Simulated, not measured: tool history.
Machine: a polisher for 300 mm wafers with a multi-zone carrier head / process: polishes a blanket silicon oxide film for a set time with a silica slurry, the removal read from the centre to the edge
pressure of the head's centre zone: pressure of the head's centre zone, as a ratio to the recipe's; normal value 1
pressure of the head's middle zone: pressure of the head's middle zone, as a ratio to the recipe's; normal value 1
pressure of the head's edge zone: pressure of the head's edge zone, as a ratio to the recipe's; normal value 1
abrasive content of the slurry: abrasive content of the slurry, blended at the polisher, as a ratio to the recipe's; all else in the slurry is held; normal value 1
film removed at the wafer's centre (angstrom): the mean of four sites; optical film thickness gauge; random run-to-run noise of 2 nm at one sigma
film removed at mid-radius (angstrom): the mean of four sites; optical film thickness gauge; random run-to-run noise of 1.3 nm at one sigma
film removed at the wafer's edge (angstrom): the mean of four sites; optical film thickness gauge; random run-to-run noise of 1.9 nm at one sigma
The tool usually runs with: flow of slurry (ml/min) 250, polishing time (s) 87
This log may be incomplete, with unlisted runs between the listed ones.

run,hour,flow of slurry (ml/min),pressure of the head's centre zone,pressure of the head's middle zone,pressure of the head's edge zone,abrasive content of the slurry,polishing time (s),wafers since the last listed run,wafers polished on this pad,hours since the slurry nozzle was cleaned,hours since the centre zone pressure was calibrated,hours since the edge zone pressure was calibrated,hours since the carrier head's membrane was replaced,"incoming thickness of the incoming film, nm",film removed at the wafer's centre (angstrom),film removed at mid-radius (angstrom),film removed at the wafer's edge (angstrom)
1,0,250,1,1,1,1,87,0,440,725.8,963.6,635.2,1439,1201,1799,1810,1821
2,15.7,250,1,1,1,1,87,98,539,741.5,979.3,650.9,1454.7,1224.3,1793,1801,1777
3,28.6,250,1,1,1,1,87,80,619,754.4,992.2,663.8,1467.6,1212.1,1789,1791,1759
4,41.5,250,1,1,1,1,87,80,700,767.3,1005.1,676.7,1480.5,1238.8,1730,1785,1732
5,49.2,250,1,1,1,1,87,48,748,775,1012.8,684.4,1488.2,1221.2,1744,1755,1711
# hour 62.5: worn pad replaced by a new one
# hour 62.8: carrier head's membrane replaced by a new one
6,63.3,250,0.95,1,1,1,87,61,2,789.1,1026.9,698.5,0.5,1204,1789,1870,1833
7,67.2,250,0.95,1,1,1,87,24,27,793,1030.8,702.4,4.4,1210.9,1777,1882,1837
8,111.4,250,1,1,1,1,87,276,303,837.2,1075,746.6,48.6,1212.5,1791,1819,1796
9,124.7,250,1,1,1,1,87,83,387,850.5,1088.3,759.9,61.9,1209.1,1790,1822,1796
10,137.6,250,1,1,1,1,87,80,467,863.4,1101.2,772.8,74.8,1227.4,1766,1797,1779
11,144.7,250,1,1,1,1,87,44,512,870.5,1108.3,779.9,81.9,1201.9,1824,1791,1755
12,155.1,250,0.93,1,1,1,87,65,577,880.9,1118.7,790.3,92.3,1210.3,1665,1770,1763
# hour 165.3: slurry nozzle cleaned
13,170,290,1,0.92,1.07,0.8,87,86,664,4.7,1133.6,805.2,107.2,1219.7,1503,1432,1533
14,176.7,250,1,1,1,1,87,41,706,11.4,1140.3,811.9,113.9,1213,1719,1744,1713
15,187.6,250,1,1,1,1,87,68,774,22.3,1151.2,822.8,124.8,1228.7,1738,1726,1742
# hour 194.2: worn pad replaced by a new one
16,196.7,250,1,1,1,1.1,87,31,15,31.4,1160.3,831.9,133.9,1234.7,2036,2027,1996
# hour 200.3: centre zone pressure recalibrated
# hour 202.2: edge zone pressure recalibrated
17,209,250,1,1,1.12,0.85,87,52,68,43.7,8.7,6.8,146.2,1206.2,1652,1695,1766
18,218.8,250,1,1,1,1,87,61,129,53.5,18.5,16.6,156,1207.2,1892,1861,1824
19,226.1,250,1,1,1.07,1,78,45,175,60.8,25.8,23.9,163.3,1216.8,1676,1675,1722
20,234.4,250,1,1,1.04,1,100,51,227,69.1,34.1,32.2,171.6,1209.5,2086,2131,2154
21,244.3,250,1,1,1,1,87,61,289,79,44,42.1,181.5,1218.3,1818,1856,1820
22,251,280,0.96,1,0.97,1,73,41,330,85.7,50.7,48.8,188.2,1230.2,1477,1547,1497
23,261,210,0.96,1,1.09,1,65,62,393,95.7,60.7,58.8,198.2,1232.5,1285,1338,1402

Alternative continuations, all from the tool just after run 23; predict every row:
A,261.4,250,1,1,1,1,87,2,396,96.1,61.1,59.2,198.6,1215.8,?,?,?
B,261.4,225,1,1,1,1.25,87,2,396,96.1,61.1,59.2,198.6,1215.8,?,?,?
C,261.4,205,1,1.09,0.89,1,87,2,396,96.1,61.1,59.2,198.6,1215.8,?,?,?

run,film removed at the wafer's centre (angstrom),film removed at mid-radius (angstrom),film removed at the wafer's edge (angstrom)
A,1834,1828,1808
B,2065,2060,2042
C,1799,1895,1695
With no hidden state in the tool, these same runs would have given:
run,film removed at the wafer's centre (angstrom),film removed at mid-radius (angstrom),film removed at the wafer's edge (angstrom)
A,1916,1909,1888
B,2157,2152,2133
C,1879,1979,1771

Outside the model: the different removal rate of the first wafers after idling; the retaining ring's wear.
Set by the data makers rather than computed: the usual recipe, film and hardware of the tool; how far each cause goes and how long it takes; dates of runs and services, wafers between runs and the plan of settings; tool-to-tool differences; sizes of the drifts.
